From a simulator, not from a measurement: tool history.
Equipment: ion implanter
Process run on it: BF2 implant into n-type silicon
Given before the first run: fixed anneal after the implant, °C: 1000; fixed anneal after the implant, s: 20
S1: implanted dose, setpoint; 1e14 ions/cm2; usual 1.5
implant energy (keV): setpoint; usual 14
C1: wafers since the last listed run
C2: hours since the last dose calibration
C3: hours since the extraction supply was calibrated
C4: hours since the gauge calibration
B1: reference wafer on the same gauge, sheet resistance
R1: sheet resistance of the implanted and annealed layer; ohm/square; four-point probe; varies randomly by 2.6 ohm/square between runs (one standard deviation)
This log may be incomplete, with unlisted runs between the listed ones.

Run 1, hour 0: usual settings but implant energy (keV) 11.5; C1 0; C2 304.6; C3 3282.7; C4 246.5; B1 699.22. Result: R1 769.29 ohm/square.
Run 2, hour 59.3: usual settings; C1 722; C2 363.9; C3 3342; C4 305.8; B1 699.29. Result: R1 755.27 ohm/square.
Run 3, hour 139.5: usual settings but S1 1.4 1e14 ions/cm2; C1 976; C2 444.1; C3 3422.2; C4 386; B1 699.1. Result: R1 801.54 ohm/square.
Run 4, hour 177.3: usual settings but S1 1.76 1e14 ions/cm2; C1 460; C2 481.9; C3 3460; C4 423.8; B1 697.79. Result: R1 655.07 ohm/square.
Run 5, hour 234.5: usual settings; C1 696; C2 539.1; C3 3517.2; C4 481; B1 697.99. Result: R1 763.52 ohm/square.
Run 6, hour 299.9: usual settings; C1 796; C2 604.5; C3 3582.6; C4 546.4; B1 698.11. Result: R1 761.03 ohm/square.
Run 7, hour 373.1: usual settings; C1 891; C2 677.7; C3 3655.8; C4 619.6; B1 699.64. Result: R1 766.78 ohm/square.
Run 8, hour 477.7: usual settings; C1 1273; C2 782.3; C3 3760.4; C4 724.2; B1 700.07. Result: R1 763.06 ohm/square.
Run 9, hour 577.4: usual settings but S1 1.62 1e14 ions/cm2; C1 1214; C2 882; C3 3860.1; C4 823.9; B1 697.82. Result: R1 718.67 ohm/square.
At hour 596.4: extraction supply calibrated.
Run 10, hour 679.6: usual settings but S1 1.62 1e14 ions/cm2; C1 1147; C2 984.2; C3 83.2; C4 926.1; B1 698.52. Result: R1 723.64 ohm/square.
Run 11, hour 742.6: usual settings; C1 767; C2 1047.2; C3 146.2; C4 989.1; B1 697.56. Result: R1 776.69 ohm/square.
At hour 776.1: Faraday cup replaced and dose calibrated.
Run 12, hour 799.7: usual settings but S1 1.28 1e14 ions/cm2, implant energy (keV) 11.5; C1 597; C2 23.6; C3 203.3; C4 1046.2; B1 698.08. Result: R1 867.59 ohm/square.
At hour 831.7: gauge calibrated.
Run 13, hour 893.2: usual settings but S1 1.81 1e14 ions/cm2, implant energy (keV) 12; C1 1138; C2 117.1; C3 296.8; C4 61.5; B1 698.22. Result: R1 640.58 ohm/square.
Run 14, hour 980: usual settings but S1 1.26 1e14 ions/cm2, implant energy (keV) 12; C1 1057; C2 203.9; C3 383.6; C4 148.3; B1 699.01. Result: R1 883.75 ohm/square.
Run 15, hour 1041: usual settings but S1 1.23 1e14 ions/cm2; C1 742; C2 264.9; C3 444.6; C4 209.3; B1 699.27. Result: R1 886.37 ohm/square.
Run 16, hour 1101.5: usual settings but implant energy (keV) 10.5; C1 736; C2 325.4; C3 505.1; C4 269.8; B1 698.15. Result: R1 775.72 ohm/square.
Run 17, hour 1209.1: usual settings but S1 1.06 1e14 ions/cm2, implant energy (keV) 15.5; C1 1310; C2 433; C3 612.7; C4 377.4; B1 699.22. Result: R1 1006.3 ohm/square.
Run 18, hour 1276.2: usual settings; C1 817; C2 500.1; C3 679.8; C4 444.5; B1 700.19. Result: R1 751.66 ohm/square.
Run 19, hour 1353.2: usual settings but S1 1.21 1e14 ions/cm2, implant energy (keV) 10.5; C1 937; C2 577.1; C3 756.8; C4 521.5; B1 699.23. Result: R1 942.31 ohm/square.
Run 20, hour 1411.9: usual settings but S1 1.34 1e14 ions/cm2, implant energy (keV) 17.5; C1 714; C2 635.8; C3 815.5; C4 580.2; B1 699.02. Result: R1 811.94 ohm/square.
Run 21, hour 1472.4: usual settings; C1 736; C2 696.3; C3 876; C4 640.7; B1 699.19. Result: R1 759.65 ohm/square.

Exercise: give the hidden state of the tool at every run:
deviation of the true energy from its setpoint, %: 0 across all the runs
gauge reads high (%): 0 across all the runs
H1: deviation of the true dose from the Faraday cup's reading, %
run      H1
  1   -1.98
  2   -2.29
  3    -2.7
  4    -2.9
  5   -3.19
  6   -3.53
  7   -3.91
  8   -4.44
  9   -4.96
 10   -5.48
 11   -5.81
 12  0.0439
 13  -0.438
 14  -0.885
 15    -1.2
 16   -1.51
 17   -2.06
 18   -2.41
 19   -2.81
 20   -3.11
 21   -3.42
